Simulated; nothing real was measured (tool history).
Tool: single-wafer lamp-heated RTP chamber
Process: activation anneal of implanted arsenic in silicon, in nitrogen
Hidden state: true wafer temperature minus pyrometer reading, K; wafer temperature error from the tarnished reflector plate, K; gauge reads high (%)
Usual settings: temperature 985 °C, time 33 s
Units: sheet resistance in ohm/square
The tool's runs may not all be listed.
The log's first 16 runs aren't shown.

run,hour,temperature,time,wafers since the last listed run,wafers since the last pyrometer calibration,wafers since the reflector plate was cleaned,hours since the gauge calibration,"read-back reference wafer on the same gauge, sheet resistance",sheet resistance
17,878.5,1010,47,494,662,2277,296.2,116.99,96.94
18,907.3,985,50,284,947,2561,325.0,116.94,114.43
19,942.0,985,33,342,1290,2904,359.7,117.14,127.18
20,995.3,985,33,526,1816,3431,413.0,117.02,127.10
21,1021.3,985,50,257,2073,3688,439.0,117.03,114.50
22,1050.1,1007,20,284,2358,3973,467.8,116.98,122.31
23,1101.1,1014,23,504,2862,4477,518.8,117.04,111.71
# hour 1153.3: reflector plate cleaned, repeated, since the last time left the tool worse
24,1153.8,1006,33,441,3304,5,571.5,117.10,112.58
25,1198.0,1012,33,436,3741,442,615.7,117.03,107.51
26,1266.1,1000,44,673,4414,1115,683.8,116.94,109.14
# hour 1276.4: pyrometer window cleaned and pyrometer calibrated
27,1322.1,1006,22,474,452,1589,739.8,117.02,124.44
28,1382.1,958,46,593,1045,2182,799.8,116.89,148.65
29,1421.3,1003,46,387,1432,2570,839.0,116.93,105.63
30,1472.5,994,41,506,1938,3076,890.2,116.88,116.28
31,1533.5,996,33,602,2541,3679,951.2,116.92,120.27
32,1557.7,997,40,239,2780,3918,975.4,116.91,113.80
33,1600.1,965,20,419,3200,4337,1017.8,116.96,167.69
34,1646.0,964,13,453,3653,4791,1063.7,117.00,181.21
35,1691.7,985,33,451,4105,5243,1109.4,117.07,130.76
36,1718.7,1002,24,266,4372,5509,1136.4,116.98,124.28

5 ways to go on from here, each from the tool as it stands after run 36. What would each give?
A,1719.1,985,33,3,4376,5513,1136.8,?,?
B,1719.1,1000,42,3,4376,5513,1136.8,?,?
C,1719.1,962,46,3,4376,5513,1136.8,?,?
D,1719.1,985,14,3,4376,5513,1136.8,?,?
E,1719.1,963,33,3,4376,5513,1136.8,?,?

run,"read-back reference wafer on the same gauge, sheet resistance",sheet resistance
A,116.98,131.05
B,116.98,109.58
C,116.98,143.92
D,116.98,158.44
E,116.98,153.92
Without the tool's hidden state the same runs would have given:
run,sheet resistance
A,132.67
B,110.96
C,145.67
D,160.05
E,155.65
